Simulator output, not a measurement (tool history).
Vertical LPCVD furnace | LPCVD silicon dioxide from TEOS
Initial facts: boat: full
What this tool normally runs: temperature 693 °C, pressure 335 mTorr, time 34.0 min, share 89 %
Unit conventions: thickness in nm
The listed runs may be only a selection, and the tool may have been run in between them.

run   hour  temperature  pressure  time  share  read-back reference wafer on the same gauge, thickness  thickness
  1    0.0          693       335  34.0     89                                                  296.12     272.15
  2   28.1          693       335  34.0     89                                                  296.45     272.67
  3   91.7          693       335  34.0     89                                                  296.29     270.77
  4  130.1          693       335  34.0     89                                                  296.07     271.72
  5  179.8          693       335  34.0     89                                                  296.17     272.35
     301.9  -- thermocouples replaced and temperature profile calibrated
  6  377.6          693       335  34.0     89                                                  296.04     251.12
     436.3  -- TEOS flow controller replaced
  7  436.8          693       335  34.0     89                                                  296.32     252.99
     445.0  -- gauge calibrated
  8  487.0          693       335  34.0     89                                                  295.91     252.28
  9  542.1          693       335  34.0     89                                                  296.24     255.50
     567.6  -- pressure gauge zeroed
 10  597.0          686       270  40.5     89                                                  295.27     232.98
 11  623.4          701       335  29.5     89                                                  296.05     267.96
 12  673.9          702       335  34.0     97                                                  296.07     332.26
 13  720.0          682       305  47.0     97                                                  295.60     274.36

Expected results for the next run?
 14  779.9          701       335  26.0     89                                                       ?          ?

read-back reference wafer on the same gauge, thickness: 296.33
thickness: 239.34 nm
Were there no unlogged condition in the tool, this run, its random variation unchanged, would have produced thickness 228.11 nm.

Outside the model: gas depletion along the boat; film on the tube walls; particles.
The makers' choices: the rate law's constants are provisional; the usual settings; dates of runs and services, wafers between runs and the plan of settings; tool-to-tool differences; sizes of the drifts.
